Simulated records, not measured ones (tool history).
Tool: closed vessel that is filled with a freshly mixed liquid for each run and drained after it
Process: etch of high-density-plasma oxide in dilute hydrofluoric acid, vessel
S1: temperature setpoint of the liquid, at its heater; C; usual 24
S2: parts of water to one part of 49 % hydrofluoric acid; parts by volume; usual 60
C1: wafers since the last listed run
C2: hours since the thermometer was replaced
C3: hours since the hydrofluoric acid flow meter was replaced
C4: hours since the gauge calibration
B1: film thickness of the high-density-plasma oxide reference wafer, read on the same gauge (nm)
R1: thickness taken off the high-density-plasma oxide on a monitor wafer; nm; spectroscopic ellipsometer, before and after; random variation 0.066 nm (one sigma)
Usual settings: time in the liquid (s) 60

Run 1, hour 0: usual settings but S1 22 C; C1 0; C2 1714.2; C3 395.9; C4 1079.4; B1 49.98. Result: R1 7.8 nm.
At hour 22.7: gauge calibrated.
Run 2, hour 70.5: usual settings but S1 22 C; C1 6547; C2 1784.7; C3 466.4; C4 47.8; B1 49.98. Result: R1 7.68 nm.
Run 3, hour 117.4: usual settings but S1 26.5 C; C1 4356; C2 1831.6; C3 513.3; C4 94.7; B1 50.02. Result: R1 9.3 nm.
Run 4, hour 195.8: usual settings but S1 21 C, S2 45 parts by volume; C1 7281; C2 1910; C3 591.7; C4 173.1; B1 50.03. Result: R1 10.02 nm.
At hour 240.8: hydrofluoric acid flow meter replaced.
Run 5, hour 291.3: usual settings but S1 21 C, S2 45 parts by volume; C1 8777; C2 2005.5; C3 50.5; C4 268.6; B1 49.97. Result: R1 9.71 nm.
Run 6, hour 337.1: usual settings; C1 4253; C2 2051.3; C3 96.3; C4 314.4; B1 50.02. Result: R1 8.17 nm.
Run 7, hour 427.9: usual settings; C1 8433; C2 2142.1; C3 187.1; C4 405.2; B1 50.01. Result: R1 8.19 nm.
Run 8, hour 507.2: usual settings; C1 7365; C2 2221.4; C3 266.4; C4 484.5; B1 50.02. Result: R1 8.1 nm.
Run 9, hour 569.9: usual settings; C1 5823; C2 2284.1; C3 329.1; C4 547.2; B1 49.97. Result: R1 8 nm.
Run 10, hour 740.2: usual settings; C1 15817; C2 2454.4; C3 499.4; C4 717.5; B1 50.03. Result: R1 8.14 nm.
Run 11, hour 826.8: usual settings but time in the liquid (s) 80; C1 8043; C2 2541; C3 586; C4 804.1; B1 49.93. Result: R1 11.02 nm.
Run 12, hour 932: usual settings but S1 20 C, time in the liquid (s) 90; C1 9770; C2 2646.2; C3 691.2; C4 909.3; B1 50.02. Result: R1 10.34 nm.
At hour 995: hydrofluoric acid flow meter replaced.
Run 13, hour 1008.2: usual settings but S1 27 C, S2 35 parts by volume, time in the liquid (s) 40; C1 6984; C2 2722.4; C3 13.2; C4 985.5; B1 49.99. Result: R1 10.47 nm.
At hour 1013.7: gauge calibrated.
At hour 1021.1: thermometer replaced.
Run 14, hour 1056: usual settings but S1 26.5 C, S2 80 parts by volume, time in the liquid (s) 45; C1 4346; C2 34.9; C3 61; C4 42.3; B1 50. Result: R1 5.31 nm.
Run 15, hour 1157.2: usual settings but S1 25.5 C, S2 40 parts by volume; C1 9399; C2 136.1; C3 162.2; C4 143.5; B1 49.96. Result: R1 14.23 nm.
Run 16, hour 1200.1: usual settings but S1 28 C, S2 85 parts by volume; C1 3984; C2 179; C3 205.1; C4 186.4; B1 50.03. Result: R1 7 nm.
Run 17, hour 1251.3: usual settings but S2 75 parts by volume, time in the liquid (s) 70; C1 4755; C2 230.2; C3 256.3; C4 237.6; B1 50.01. Result: R1 8 nm.
Run 18, hour 1325.3: usual settings but time in the liquid (s) 75; C1 6873; C2 304.2; C3 330.3; C4 311.6; B1 49.99. Result: R1 11.08 nm.

The next listed run, before its measurement:
Run 19, hour 1399.6: usual settings; C1 6900; C2 378.5; C3 404.6; C4 385.9; B1 ?. Result: R1 ?.

B1: 49.94
R1: 8.81 nm
Without the tool's hidden state the same run would have given R1 8.71 nm.
